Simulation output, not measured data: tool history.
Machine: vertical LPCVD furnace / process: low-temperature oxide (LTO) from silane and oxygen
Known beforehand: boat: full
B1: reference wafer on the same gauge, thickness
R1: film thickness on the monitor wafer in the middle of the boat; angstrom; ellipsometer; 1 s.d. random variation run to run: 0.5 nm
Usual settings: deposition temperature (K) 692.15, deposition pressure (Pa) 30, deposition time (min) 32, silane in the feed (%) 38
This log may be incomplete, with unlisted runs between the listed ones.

run 1 day=0 | deposition_temperature_(K)=692.15 deposition_pressure_(Pa)=33.3 deposition_time_(min)=32 silane_in_the_feed_(%)=38 | B1=358.34 | R1=3728.3
run 2 day=0.546 | deposition_temperature_(K)=692.15 deposition_pressure_(Pa)=33.3 deposition_time_(min)=32 silane_in_the_feed_(%)=38 | B1=358.38 | R1=3735.5
run 3 day=1.388 | deposition_temperature_(K)=692.15 deposition_pressure_(Pa)=33.3 deposition_time_(min)=32 silane_in_the_feed_(%)=38 | B1=358.9 | R1=3741.4
run 4 day=1.742 | deposition_temperature_(K)=692.15 deposition_pressure_(Pa)=30 deposition_time_(min)=32 silane_in_the_feed_(%)=38 | B1=358.94 | R1=3357.3
run 5 day=2.308 | deposition_temperature_(K)=692.15 deposition_pressure_(Pa)=30 deposition_time_(min)=32 silane_in_the_feed_(%)=38 | B1=359.13 | R1=3376.8
-- day=4.004 silane flow controller replaced
-- day=4.062 thermocouples replaced and temperature profile calibrated
-- day=5.208 gauge calibrated
-- day=5.567 pressure gauge zeroed
run 6 day=5.588 | deposition_temperature_(K)=692.15 deposition_pressure_(Pa)=30 deposition_time_(min)=32 silane_in_the_feed_(%)=38 | B1=357.55 | R1=3352.3
run 7 day=5.796 | deposition_temperature_(K)=699.15 deposition_pressure_(Pa)=30 deposition_time_(min)=32 silane_in_the_feed_(%)=33 | B1=357.67 | R1=3020.7
run 8 day=6.042 | deposition_temperature_(K)=699.15 deposition_pressure_(Pa)=30 deposition_time_(min)=32 silane_in_the_feed_(%)=33 | B1=357.62 | R1=3018
run 9 day=6.533 | deposition_temperature_(K)=699.15 deposition_pressure_(Pa)=30 deposition_time_(min)=32 silane_in_the_feed_(%)=33 | B1=357.88 | R1=3022.6
run 10 day=7.058 | deposition_temperature_(K)=692.15 deposition_pressure_(Pa)=30 deposition_time_(min)=32 silane_in_the_feed_(%)=38 | B1=358 | R1=3347.3
run 11 day=7.608 | deposition_temperature_(K)=692.15 deposition_pressure_(Pa)=32.7 deposition_time_(min)=32 silane_in_the_feed_(%)=38 | B1=358.17 | R1=3654.9
run 12 day=8.221 | deposition_temperature_(K)=692.15 deposition_pressure_(Pa)=30 deposition_time_(min)=23 silane_in_the_feed_(%)=38 | B1=358.41 | R1=2413.1
run 13 day=8.721 | deposition_temperature_(K)=688.15 deposition_pressure_(Pa)=26 deposition_time_(min)=44.5 silane_in_the_feed_(%)=33 | B1=358.66 | R1=3243.8
run 14 day=9.379 | deposition_temperature_(K)=697.15 deposition_pressure_(Pa)=30 deposition_time_(min)=38 silane_in_the_feed_(%)=33 | B1=358.85 | R1=3519.2
run 15 day=9.788 | deposition_temperature_(K)=692.15 deposition_pressure_(Pa)=32.7 deposition_time_(min)=22.5 silane_in_the_feed_(%)=31 | B1=358.93 | R1=1976.9
run 16 day=10.175 | deposition_temperature_(K)=692.15 deposition_pressure_(Pa)=30 deposition_time_(min)=32 silane_in_the_feed_(%)=38 | B1=359.22 | R1=3359.5
run 17 day=10.471 | deposition_temperature_(K)=692.15 deposition_pressure_(Pa)=30 deposition_time_(min)=32 silane_in_the_feed_(%)=38 | B1=359.38 | R1=3361.1
run 18 day=11.125 | deposition_temperature_(K)=692.15 deposition_pressure_(Pa)=33.3 deposition_time_(min)=32 silane_in_the_feed_(%)=38 | B1=359.45 | R1=3743.3
run 19 day=11.833 | deposition_temperature_(K)=687.15 deposition_pressure_(Pa)=30 deposition_time_(min)=36.5 silane_in_the_feed_(%)=33 | B1=359.8 | R1=3038.9
run 20 day=12.35 | deposition_temperature_(K)=692.15 deposition_pressure_(Pa)=30 deposition_time_(min)=32 silane_in_the_feed_(%)=42 | B1=360.07 | R1=3773.8

3 ways to go on from here, each from the tool as it stands after run 20. What would each give?
run A day=12.562 | deposition_temperature_(K)=692.15 deposition_pressure_(Pa)=30 deposition_time_(min)=32 silane_in_the_feed_(%)=38 | B1=? | R1=?
run B day=12.562 | deposition_temperature_(K)=684.15 deposition_pressure_(Pa)=30 deposition_time_(min)=40.5 silane_in_the_feed_(%)=42 | B1=? | R1=?
run C day=12.562 | deposition_temperature_(K)=703.15 deposition_pressure_(Pa)=30 deposition_time_(min)=32 silane_in_the_feed_(%)=38 | B1=? | R1=?

run=A B1=360.08 R1=3378.2
run=B B1=360.08 R1=4409.9
run=C B1=360.08 R1=3778.9
What these runs would have given with no unlogged condition in the tool:
run=A R1=3350.6
run=B R1=4373.9
run=C R1=3748
